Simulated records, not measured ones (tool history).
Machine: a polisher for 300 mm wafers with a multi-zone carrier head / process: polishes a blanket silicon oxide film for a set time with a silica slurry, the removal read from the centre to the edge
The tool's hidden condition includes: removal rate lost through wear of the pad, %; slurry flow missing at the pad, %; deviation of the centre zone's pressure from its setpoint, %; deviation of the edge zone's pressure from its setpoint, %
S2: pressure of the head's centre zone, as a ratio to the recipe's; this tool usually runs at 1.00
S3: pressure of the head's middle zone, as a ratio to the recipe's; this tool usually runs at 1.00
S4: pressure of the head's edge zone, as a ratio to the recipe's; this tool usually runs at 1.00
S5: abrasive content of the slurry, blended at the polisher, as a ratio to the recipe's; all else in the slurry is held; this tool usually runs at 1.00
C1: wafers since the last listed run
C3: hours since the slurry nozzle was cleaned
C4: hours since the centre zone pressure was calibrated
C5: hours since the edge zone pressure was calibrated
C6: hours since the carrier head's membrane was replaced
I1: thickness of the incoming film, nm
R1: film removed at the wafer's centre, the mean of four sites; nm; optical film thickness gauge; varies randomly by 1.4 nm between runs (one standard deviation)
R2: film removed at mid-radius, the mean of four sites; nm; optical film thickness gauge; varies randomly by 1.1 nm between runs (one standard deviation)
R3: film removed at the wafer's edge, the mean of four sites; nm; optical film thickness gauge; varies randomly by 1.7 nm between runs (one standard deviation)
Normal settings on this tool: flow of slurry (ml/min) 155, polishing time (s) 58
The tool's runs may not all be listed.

Run 1, hour 0.0: usual settings but S4 0.94; C1 0; wafers polished on this pad 1959; C3 179.0; C4 1400.5; C5 72.3; C6 379.7; I1 1164.9. Result: R1 162.2 nm, R2 159.4 nm, R3 152.7 nm.
At hour 85.5: centre zone pressure recalibrated.
Run 2, hour 88.0: usual settings but S4 0.94; C1 517; wafers polished on this pad 2477; C3 267.0; C4 2.5; C5 160.3; C6 467.7; I1 1143.3. Result: R1 160.2 nm, R2 155.2 nm, R3 148.8 nm.
At hour 158.4: worn pad replaced by a new one.
Run 3, hour 167.9: usual settings; C1 457; wafers polished on this pad 57; C3 346.9; C4 82.4; C5 240.2; C6 547.6; I1 1147.6. Result: R1 165.9 nm, R2 163.3 nm, R3 162.6 nm.
Run 4, hour 258.6: usual settings; C1 546; wafers polished on this pad 603; C3 437.6; C4 173.1; C5 330.9; C6 638.3; I1 1143.9. Result: R1 161.7 nm, R2 158.5 nm, R3 156.0 nm.
Run 5, hour 328.5: usual settings; C1 420; wafers polished on this pad 1024; C3 507.5; C4 243.0; C5 400.8; C6 708.2; I1 1144.9. Result: R1 157.5 nm, R2 155.3 nm, R3 154.2 nm.
Run 6, hour 371.2: usual settings; C1 257; wafers polished on this pad 1281; C3 550.2; C4 285.7; C5 443.5; C6 750.9; I1 1146.6. Result: R1 155.8 nm, R2 151.6 nm, R3 152.9 nm.
Run 7, hour 455.8: usual settings; C1 509; wafers polished on this pad 1790; C3 634.8; C4 370.3; C5 528.1; C6 835.5; I1 1137.5. Result: R1 148.6 nm, R2 149.9 nm, R3 149.2 nm.
At hour 507.1: slurry nozzle cleaned.
Run 8, hour 532.1: usual settings but S5 1.15, polishing time (s) 38; C1 453; wafers polished on this pad 2244; C3 25.0; C4 446.6; C5 604.4; C6 911.8; I1 1161.0. Result: R1 115.6 nm, R2 113.7 nm, R3 110.7 nm.
Run 9, hour 601.2: usual settings; C1 416; wafers polished on this pad 2660; C3 94.1; C4 515.7; C5 673.5; C6 980.9; I1 1153.9. Result: R1 162.2 nm, R2 158.8 nm, R3 155.3 nm.
At hour 610.8: worn pad replaced by a new one.
At hour 674.8: carrier head's membrane replaced by a new one.
Run 10, hour 675.3: usual settings; C1 392; wafers polished on this pad 358; C3 168.2; C4 589.8; C5 747.6; C6 0.5; I1 1167.5. Result: R1 171.2 nm, R2 165.8 nm, R3 167.0 nm.
Run 11, hour 729.3: usual settings but S4 0.94; C1 325; wafers polished on this pad 683; C3 222.2; C4 643.8; C5 801.6; C6 54.5; I1 1156.4. Result: R1 165.3 nm, R2 164.2 nm, R3 158.6 nm.
Run 12, hour 815.9: usual settings but S2 1.08, S4 0.90, S5 1.25; C1 521; wafers polished on this pad 1205; C3 308.8; C4 730.4; C5 888.2; C6 141.1; I1 1159.1. Result: R1 197.8 nm, R2 177.4 nm, R3 170.7 nm.
Run 13, hour 853.2: usual settings but flow of slurry (ml/min) 180, S3 1.04, S4 0.90; C1 224; wafers polished on this pad 1429; C3 346.1; C4 767.7; C5 925.5; C6 178.4; I1 1175.4. Result: R1 167.6 nm, R2 165.0 nm, R3 156.9 nm.
At hour 1114.7: worn pad replaced by a new one.
At hour 1137.7: slurry nozzle cleaned.
Run 14, hour 1139.6: usual settings but flow of slurry (ml/min) 195, S2 0.88, S5 1.20, polishing time (s) 66; C1 1694; wafers polished on this pad 144; C3 1.9; C4 1054.1; C5 1211.9; C6 464.8; I1 1143.7. Result: R1 198.5 nm, R2 221.3 nm, R3 217.3 nm.
At hour 1173.9: edge zone pressure recalibrated.
Run 15, hour 1204.9: usual settings but S2 1.12, S5 0.85; C1 381; wafers polished on this pad 525; C3 67.2; C4 1119.4; C5 31.0; C6 530.1; I1 1165.8. Result: R1 176.5 nm, R2 151.9 nm, R3 153.0 nm.
Run 16, hour 1310.4: usual settings but flow of slurry (ml/min) 185, S3 0.90, S4 1.10; C1 635; wafers polished on this pad 1160; C3 172.7; C4 1224.9; C5 136.5; C6 635.6; I1 1161.9. Result: R1 170.9 nm, R2 157.6 nm, R3 174.1 nm.
Run 17, hour 1377.3: usual settings but flow of slurry (ml/min) 200, S4 1.06, S5 0.80; C1 402; wafers polished on this pad 1563; C3 239.6; C4 1291.8; C5 203.4; C6 702.5; I1 1147.1. Result: R1 149.4 nm, R2 147.9 nm, R3 147.4 nm.
Run 18, hour 1447.3: usual settings but S4 0.89, polishing time (s) 48; C1 421; wafers polished on this pad 1985; C3 309.6; C4 1361.8; C5 273.4; C6 772.5; I1 1155.2. Result: R1 132.0 nm, R2 131.9 nm, R3 124.2 nm.
Run 19, hour 1503.9: usual settings but S4 0.93; C1 340; wafers polished on this pad 2326; C3 366.2; C4 1418.4; C5 330.0; C6 829.1; I1 1146.8. Result: R1 159.4 nm, R2 155.4 nm, R3 150.1 nm.
At hour 1507.4: centre zone pressure recalibrated.
At hour 1520.9: worn pad replaced by a new one.
Run 20, hour 1580.0: usual settings; C1 422; wafers polished on this pad 355; C3 442.3; C4 72.6; C5 406.1; C6 905.2; I1 1146.3. Result: R1 165.4 nm, R2 160.5 nm, R3 162.1 nm.
Run 21, hour 1657.4: usual settings but S3 1.11; C1 466; wafers polished on this pad 821; C3 519.7; C4 150.0; C5 483.5; C6 982.6; I1 1164.6. Result: R1 160.4 nm, R2 167.9 nm, R3 157.7 nm.

Below are 4 alternative next runs, each starting from the tool's condition after run 21. Predict each:
Run A, hour 1657.8: usual settings but S5 0.85; C1 2; wafers polished on this pad 824; C3 520.1; C4 150.4; C5 483.9; C6 983.0; I1 1156.2. Result: R1 ?, R2 ?, R3 ?.
Run B, hour 1657.8: usual settings but flow of slurry (ml/min) 125, S2 0.91, S4 0.93; C1 2; wafers polished on this pad 824; C3 520.1; C4 150.4; C5 483.9; C6 983.0; I1 1156.2. Result: R1 ?, R2 ?, R3 ?.
Run C, hour 1657.8: usual settings but S4 1.11, S5 1.15; C1 2; wafers polished on this pad 824; C3 520.1; C4 150.4; C5 483.9; C6 983.0; I1 1156.2. Result: R1 ?, R2 ?, R3 ?.
Run D, hour 1657.8: usual settings but S2 1.11, S4 0.93; C1 2; wafers polished on this pad 824; C3 520.1; C4 150.4; C5 483.9; C6 983.0; I1 1156.2. Result: R1 ?, R2 ?, R3 ?.

run     R1     R2     R3
  A  146.0  142.6  144.3
  B  138.1  149.6  148.5
  C  173.0  168.9  180.0
  D  178.7  157.0  153.6
Take away the tool's hidden state, keep each run's random variation, and the runs would have read:
run     R1     R2     R3
  A  160.9  155.8  154.6
  B  154.5  165.4  160.3
  C  190.6  184.5  192.9
  D  196.9  171.5  164.6

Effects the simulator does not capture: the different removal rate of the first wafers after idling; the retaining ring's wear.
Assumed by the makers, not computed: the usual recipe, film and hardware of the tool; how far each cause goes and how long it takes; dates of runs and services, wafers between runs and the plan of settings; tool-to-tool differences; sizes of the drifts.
